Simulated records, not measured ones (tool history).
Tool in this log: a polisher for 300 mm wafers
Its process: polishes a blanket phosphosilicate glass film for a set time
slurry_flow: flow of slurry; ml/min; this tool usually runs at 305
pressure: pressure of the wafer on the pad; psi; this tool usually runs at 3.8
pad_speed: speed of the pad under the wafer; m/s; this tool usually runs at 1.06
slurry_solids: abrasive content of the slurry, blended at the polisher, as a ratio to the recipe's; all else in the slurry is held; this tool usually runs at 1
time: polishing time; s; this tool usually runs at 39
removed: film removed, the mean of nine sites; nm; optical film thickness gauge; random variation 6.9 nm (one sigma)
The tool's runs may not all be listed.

| run | hour | slurry_flow | pressure | pad_speed | slurry_solids | time | incoming thickness of the incoming film, nm | removed |
|---|---|---|---|---|---|---|---|---|
| 1 | 0 | 305 | 3.8 | 1.14 | 1 | 39 | 2730.2 | 482.8 |
| 2 | 13.2 | 305 | 3.8 | 1.14 | 1 | 39 | 2717.9 | 485.9 |
|  | 26.9 | worn pad replaced by a new one |
| 3 | 29.4 | 305 | 3.8 | 1.14 | 1 | 39 | 2743.7 | 465 |
| 4 | 44.6 | 275 | 4.7 | 1.06 | 1 | 39 | 2728.4 | 556.6 |
|  | 76.5 | slurry nozzle cleaned |
|  | 79.7 | worn pad replaced by a new one, of another model than before |
|  | 81 | slurry blender recalibrated |
|  | 99.1 | conditioning disc replaced and pad reconditioned |
| 5 | 99.6 | 275 | 4.7 | 1.06 | 1 | 39 | 2720.5 | 538 |
| 6 | 105.9 | 305 | 3.8 | 1.06 | 1.1 | 39 | 2670.3 | 508.9 |
|  | 113.2 | head pressure recalibrated |
| 7 | 113.6 | 305 | 3.8 | 1.06 | 1.1 | 39 | 2736.9 | 511.4 |
| 8 | 120.8 | 305 | 3.8 | 1.06 | 0.9 | 39 | 2732.1 | 471.2 |
|  | 138.4 | worn pad replaced by a new one |
| 9 | 138.9 | 305 | 4.5 | 1.06 | 1 | 27 | 2684 | 372 |
| 10 | 150.7 | 220 | 3.8 | 1.06 | 1 | 43 | 2724.2 | 513.4 |
| 11 | 167.5 | 400 | 3.8 | 0.74 | 1.2 | 26 | 2710.4 | 307 |
| 12 | 180.6 | 305 | 3.8 | 1.06 | 1 | 52 | 2703.7 | 639.4 |
|  | 188.8 | worn pad replaced by a new one |
| 13 | 193 | 305 | 3 | 1.06 | 1 | 39 | 2734.6 | 442.9 |

The next listed run, before its measurement:
| 14 | 203.7 | 305 | 3.8 | 1.06 | 1 | 39 | 2683.5 | ? |

For run 14 the tool returned removed 488.2 nm.
Take away the tool's hidden state, keep the run-to-run variation as it was, and the same run would have given removed 500.1 nm.
